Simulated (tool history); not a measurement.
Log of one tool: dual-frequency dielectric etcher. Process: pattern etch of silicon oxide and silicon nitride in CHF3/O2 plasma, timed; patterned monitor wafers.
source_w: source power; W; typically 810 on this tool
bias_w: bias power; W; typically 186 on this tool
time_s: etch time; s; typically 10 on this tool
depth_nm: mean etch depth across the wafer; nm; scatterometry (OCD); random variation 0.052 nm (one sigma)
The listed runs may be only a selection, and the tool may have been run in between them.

run    hour  source_w  bias_w  time_s  read-back reference wafer on the same gauge, depth_nm  depth_nm
  1       0       810     196      10                                                  19.41     18.09
  2      81       810     196      10                                                  19.41     18.04
      154.9  -- wet clean of the chamber
  3   176.4       810     196      10                                                  19.39     17.93
  4   251.9       690     186      10                                                   19.4     16.75
  5   289.4       810     186      10                                                   19.4     17.85
  6   348.9       810     186      10                                                   19.4     17.88
  7   422.8       760     152      10                                                  19.39     16.91
  8   463.8       760     152      10                                                  19.38     17.01
      536.6  -- wet clean of the chamber
  9   537.1       760     152      10                                                  19.39      16.9
 10   594.7       880     186     7.5                                                   19.4      13.9
 11   645.3       810     172      10                                                  19.42     17.74
 12   714.1       950     148     8.5                                                   19.4     15.76
 13   790.1       700     144      10                                                  19.39     16.29
 14   847.1       900     211      12                                                  19.41     23.31
      921.9  -- wet clean of the chamber
      937.1  -- source power generator calibrated
 15   948.9       700     155     8.5                                                  19.41     13.75
 16  1010.1       810     186      10                                                   19.4     17.72
 17  1046.3       810     158       8                                                  19.38     13.79
     1251.2  -- bias power generator calibrated
     1314.4  -- wet clean of the chamber
 18  1366.9       680     143    12.5                                                   19.4      19.6
       1481  -- gauge calibrated
     1553.1  -- upper electrode replaced
 19  1672.5       870     200      12                                                   19.4     22.34
     1701.7  -- wet clean of the chamber
 20  1829.2       810     186      10                                                  19.39     17.65
 21  1929.4       810     186      10                                                  19.39     17.85
 22  1977.6       730     152     7.5                                                  19.39     12.41
 23    2018       810     168      10                                                  19.42     17.61

Forecast each of these 5 alternatives for the next run:
  A  2018.4       810     186      10                                                      ?         ?
  B  2018.4       970     218      10                                                      ?         ?
  C  2018.4       810     151      10                                                      ?         ?
  D  2018.4       990     201       9                                                      ?         ?
  E  2018.4       730     213      10                                                      ?         ?

run  read-back reference wafer on the same gauge, depth_nm  depth_nm
  A                                                   19.4     17.85
  B                                                   19.4     19.72
  C                                                   19.4     17.28
  D                                                   19.4     17.63
  E                                                   19.4     17.54
With no hidden state in the tool, these same runs would have given:
run  depth_nm
  A     17.58
  B     19.42
  C     17.02
  D     17.37
  E     17.28
